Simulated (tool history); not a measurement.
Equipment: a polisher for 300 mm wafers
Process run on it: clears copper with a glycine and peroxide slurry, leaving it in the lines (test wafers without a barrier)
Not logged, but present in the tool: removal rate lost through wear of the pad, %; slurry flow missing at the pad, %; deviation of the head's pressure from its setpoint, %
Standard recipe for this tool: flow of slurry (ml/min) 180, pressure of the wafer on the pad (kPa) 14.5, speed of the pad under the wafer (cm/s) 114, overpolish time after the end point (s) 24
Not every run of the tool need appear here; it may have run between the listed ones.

run    hour  flow of slurry (ml/min)  pressure of the wafer on the pad (kPa)  speed of the pad under the wafer (cm/s)  overpolish time after the end point (s)  wafers since the last listed run  wafers polished on this pad  hours since the slurry nozzle was cleaned  hours since the head pressure was calibrated  incoming thickness of the incoming film, nm  time until the end point was called (s)  dishing of a wide line in a test structure (angstrom)
  1       0                      180                                    14.5                                      114                                       24                                 0                          901                                       63.9                                         796.4                                        742.9                                      156                                                    628
  2    46.8                      180                                    14.5                                      114                                       24                               340                         1242                                      110.7                                         843.2                                        741.2                                    159.8                                                    650
       78.1  -- worn pad replaced by a new one
  3   112.3                      180                                    14.5                                      114                                       24                               447                          249                                      176.2                                         908.7                                        740.1                                      162                                                    641
  4   165.5                      180                                    14.5                                      114                                       24                               387                          636                                      229.4                                         961.9                                        732.2                                    152.1                                                    647
        171  -- slurry nozzle cleaned
  5   213.8                      180                                    15.9                                      114                                       24                               344                          981                                       42.8                                        1010.2                                        751.2                                    147.9                                                    662
  6   246.4                      180                                    15.9                                      114                                       24                               237                         1218                                       75.4                                        1042.8                                        735.4                                    140.9                                                    673
  7   279.4                      180                                    15.9                                      114                                       24                               240                         1458                                      108.4                                        1075.8                                        729.7                                    148.4                                                    647
      296.1  -- worn pad replaced by a new one
  8     322                      180                                    11.7                                      114                                       24                               281                          188                                        151                                        1118.4                                        733.4                                    179.3                                                    559
  9   349.3                      180                                    11.7                                      114                                       24                               198                          387                                      178.3                                        1145.7                                        742.6                                    184.3                                                    576
      392.8  -- head pressure recalibrated
 10   395.1                      180                                    14.5                                      114                                       24                               318                          706                                      224.1                                           2.3                                        754.3                                    153.4                                                    647
      412.4  -- slurry nozzle cleaned
 11   421.6                      180                                    14.5                                      114                                       24                               185                          892                                        9.2                                          28.8                                        747.7                                    149.4                                                    697
      483.4  -- worn pad replaced by a new one
 12     490                      180                                    14.5                                      114                                       24                               469                           47                                       77.6                                          97.2                                        729.8                                    145.1                                                    657
 13   552.4                      140                                    18.6                                       78                                       37                               454                          502                                        140                                         159.6                                          740                                    155.8                                                    880
 14   603.3                      130                                    11.7                                      114                                       37                               370                          872                                      190.9                                         210.5                                          741                                    186.7                                                    737
      613.9  -- slurry nozzle cleaned
 15   637.3                      180                                    11.7                                      114                                       24                               240                         1113                                       23.4                                         244.5                                        739.8                                    169.2                                                    571
 16   690.2                      180                                     9.7                                      130                                       24                               385                         1498                                       76.3                                         297.4                                        748.6                                    185.8                                                    559
        711  -- worn pad replaced by a new one
 17   716.5                      200                                    14.5                                       82                                       24                               162                           40                                      102.6                                         323.7                                        750.7                                    173.2                                                    593
 18   775.5                      230                                    14.5                                      144                                       24                               429                          469                                      161.6                                         382.7                                        732.7                                    125.3                                                    697
 19   839.6                      205                                    14.5                                      136                                       24                               466                          936                                      225.7                                         446.8                                        731.8                                    132.7                                                    665
      848.1  -- slurry nozzle cleaned
 20   903.7                      215                                    18.6                                       94                                       31                               459                         1396                                       55.6                                         510.9                                        736.3                                    134.9                                                    835
      916.2  -- worn pad replaced by a new one
 21   956.7                      180                                    16.5                                      114                                       24                               356                          295                                      108.6                                         563.9                                        745.1                                    145.4                                                    681
     1098.2  -- slurry nozzle cleaned
 22  1098.7                      145                                    14.5                                      136                                       24                              1026                         1321                                        0.5                                         705.9                                        744.6                                    148.2                                                    684

4 options for the next run, each taken on its own from the tool as it stands now. Forecast them:
  A  1099.2                      180                                    14.5                                      114                                       24                                 3                         1325                                          1                                         706.4                                        739.9                                        ?                                                      ?
  B  1099.2                      180                                    11.7                                      130                                       24                                 3                         1325                                          1                                         706.4                                        739.9                                        ?                                                      ?
  C  1099.2                      135                                    12.4                                      114                                       31                                 3                         1325                                          1                                         706.4                                        739.9                                        ?                                                      ?
  D  1099.2                      135                                    14.5                                      114                                       24                                 3                         1325                                          1                                         706.4                                        739.9                                        ?                                                      ?

run  time until the end point was called (s)  dishing of a wide line in a test structure (angstrom)
  A                                      154                                                    627
  B                                    166.3                                                    582
  C                                    180.3                                                    661
  D                                    162.6                                                    603
Without the tool's unlogged condition, the same runs would have read:
run  time until the end point was called (s)  dishing of a wide line in a test structure (angstrom)
  A                                    146.3                                                    653
  B                                    158.2                                                    606
  C                                    171.6                                                    687
  D                                    154.5                                                    629
